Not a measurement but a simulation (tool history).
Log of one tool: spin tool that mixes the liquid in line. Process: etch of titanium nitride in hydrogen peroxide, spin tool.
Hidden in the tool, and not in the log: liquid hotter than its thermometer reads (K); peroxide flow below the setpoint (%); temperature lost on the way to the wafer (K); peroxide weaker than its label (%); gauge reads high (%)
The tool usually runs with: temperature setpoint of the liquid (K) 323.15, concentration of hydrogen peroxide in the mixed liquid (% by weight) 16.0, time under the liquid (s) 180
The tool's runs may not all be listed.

run   hour  temperature setpoint of the liquid (K)  concentration of hydrogen peroxide in the mixed liquid (% by weight)  time under the liquid (s)  wafers since the last listed run  hours since the thermometer was replaced  hours since the peroxide flow meter was replaced  hours since the heated supply line was repaired  hours since the drum of peroxide was connected  hours since the gauge calibration  read-back film thickness of the titanium nitride reference wafer, read on the same gauge (nm)  thickness taken off the titanium nitride on a monitor wafer (angstrom)
  1    0.0                                  323.15                                                                  16.0                        180                                 0                                     686.9                                            2201.8                                           1943.2                                          1024.1                              222.8                                                                                          90.01                                                                    86.1
  2   21.3                                  323.15                                                                  16.0                        205                               198                                     708.2                                            2223.1                                           1964.5                                          1045.4                              244.1                                                                                          90.02                                                                    97.5
  3   65.9                                  323.15                                                                  16.0                        180                               415                                     752.8                                            2267.7                                           2009.1                                          1090.0                              288.7                                                                                          90.00                                                                    85.7
      91.2  -- new drum of peroxide connected
  4   95.3                                  323.15                                                                  16.0                        180                               264                                     782.2                                            2297.1                                           2038.5                                             4.1                              318.1                                                                                          89.96                                                                    85.6
     101.5  -- heated supply line repaired
  5  124.8                                  323.15                                                                  16.0                         90                               265                                     811.7                                            2326.6                                             23.3                                            33.6                              347.6                                                                                          90.01                                                                    45.2
  6  158.3                                  313.65                                                                  21.0                        280                               312                                     845.2                                            2360.1                                             56.8                                            67.1                              381.1                                                                                          90.01                                                                    73.4
  7  194.2                                  323.15                                                                  17.5                        180                               334                                     881.1                                            2396.0                                             92.7                                           103.0                              417.0                                                                                          90.00                                                                    92.1
  8  231.9                                  330.15                                                                  16.0                        180                               351                                     918.8                                            2433.7                                            130.4                                           140.7                              454.7                                                                                          89.99                                                                   148.9
  9  246.4                                  318.15                                                                  18.5                        275                               135                                     933.3                                            2448.2                                            144.9                                           155.2                              469.2                                                                                          89.98                                                                    98.4
     250.9  -- gauge calibrated
 10  264.5                                  330.15                                                                  16.0                        210                               168                                     951.4                                            2466.3                                            163.0                                           173.3                               13.6                                                                                          90.02                                                                   173.0
 11  280.7                                  323.15                                                                  16.0                         85                               150                                     967.6                                            2482.5                                            179.2                                           189.5                               29.8                                                                                          89.98                                                                    42.6
 12  311.6                                  330.15                                                                  16.0                        210                               287                                     998.5                                            2513.4                                            210.1                                           220.4                               60.7                                                                                          89.99                                                                   172.0
     318.1  -- peroxide flow meter replaced
 13  326.2                                  323.15                                                                  16.0                        180                               126                                    1013.1                                               8.1                                            224.7                                           235.0                               75.3                                                                                          90.00                                                                    90.3
 14  339.7                                  323.15                                                                  16.0                        180                               125                                    1026.6                                              21.6                                            238.2                                           248.5                               88.8                                                                                          89.99                                                                    90.6
 15  367.5                                  323.15                                                                  16.0                        180                               259                                    1054.4                                              49.4                                            266.0                                           276.3                              116.6                                                                                          90.02                                                                    90.0
 16  385.0                                  323.15                                                                  16.0                        180                               163                                    1071.9                                              66.9                                            283.5                                           293.8                              134.1                                                                                          89.97                                                                    90.3
     394.7  -- thermometer replaced
 17  418.1                                  317.15                                                                  18.5                        135                               299                                      23.4                                             100.0                                            316.6                                           326.9                              167.2                                                                                          90.00                                                                    44.7
 18  438.6                                  315.15                                                                  12.0                        245                               191                                      43.9                                             120.5                                            337.1                                           347.4                              187.7                                                                                          90.03                                                                    63.5
 19  462.2                                  328.65                                                                  12.5                        235                               219                                      67.5                                             144.1                                            360.7                                           371.0                              211.3                                                                                          90.01                                                                   164.1
 20  491.3                                  315.65                                                                  18.5                        255                               271                                      96.6                                             173.2                                            389.8                                           400.1                              240.4                                                                                          90.00                                                                    75.3
 21  523.1                                  323.15                                                                  17.5                        150                               296                                     128.4                                             205.0                                            421.6                                           431.9                              272.2                                                                                          89.95                                                                    76.3
 22  549.6                                  315.65                                                                  17.5                        250                               246                                     154.9                                             231.5                                            448.1                                           458.4                              298.7                                                                                          90.00                                                                    73.3
 23  565.0                                  323.15                                                                  16.0                        180                               143                                     170.3                                             246.9                                            463.5                                           473.8                              314.1                                                                                          89.99                                                                    89.4
 24  597.6                                  327.15                                                                  16.0                        120                               303                                     202.9                                             279.5                                            496.1                                           506.4                              346.7                                                                                          90.00                                                                    79.7

Predict each of these 5 candidate next runs independently; none follows another, all start after run 24:
  A  598.1                                  327.65                                                                  16.0                        180                                 4                                     203.4                                             280.0                                            496.6                                           506.9                              347.2                                                                                              ?                                                                       ?
  B  598.1                                  316.65                                                                  13.5                        220                                 4                                     203.4                                             280.0                                            496.6                                           506.9                              347.2                                                                                              ?                                                                       ?
  C  598.1                                  323.15                                                                  13.0                        140                                 4                                     203.4                                             280.0                                            496.6                                           506.9                              347.2                                                                                              ?                                                                       ?
  D  598.1                                  323.15                                                                  18.5                        150                                 4                                     203.4                                             280.0                                            496.6                                           506.9                              347.2                                                                                              ?                                                                       ?
  E  598.1                                  315.15                                                                  17.5                        285                                 4                                     203.4                                             280.0                                            496.6                                           506.9                              347.2                                                                                              ?                                                                       ?

run  read-back film thickness of the titanium nitride reference wafer, read on the same gauge (nm)  thickness taken off the titanium nitride on a monitor wafer (angstrom)
  A                                                                                          89.96                                                                   123.3
  B                                                                                          89.96                                                                    65.3
  C                                                                                          89.96                                                                    66.6
  D                                                                                          89.96                                                                    76.9
  E                                                                                          89.96                                                                    79.8
With no hidden state in the tool, these same runs would have given:
run  thickness taken off the titanium nitride on a monitor wafer (angstrom)
  A                                                                   125.1
  B                                                                    66.3
  C                                                                    67.6
  D                                                                    78.0
  E                                                                    81.0

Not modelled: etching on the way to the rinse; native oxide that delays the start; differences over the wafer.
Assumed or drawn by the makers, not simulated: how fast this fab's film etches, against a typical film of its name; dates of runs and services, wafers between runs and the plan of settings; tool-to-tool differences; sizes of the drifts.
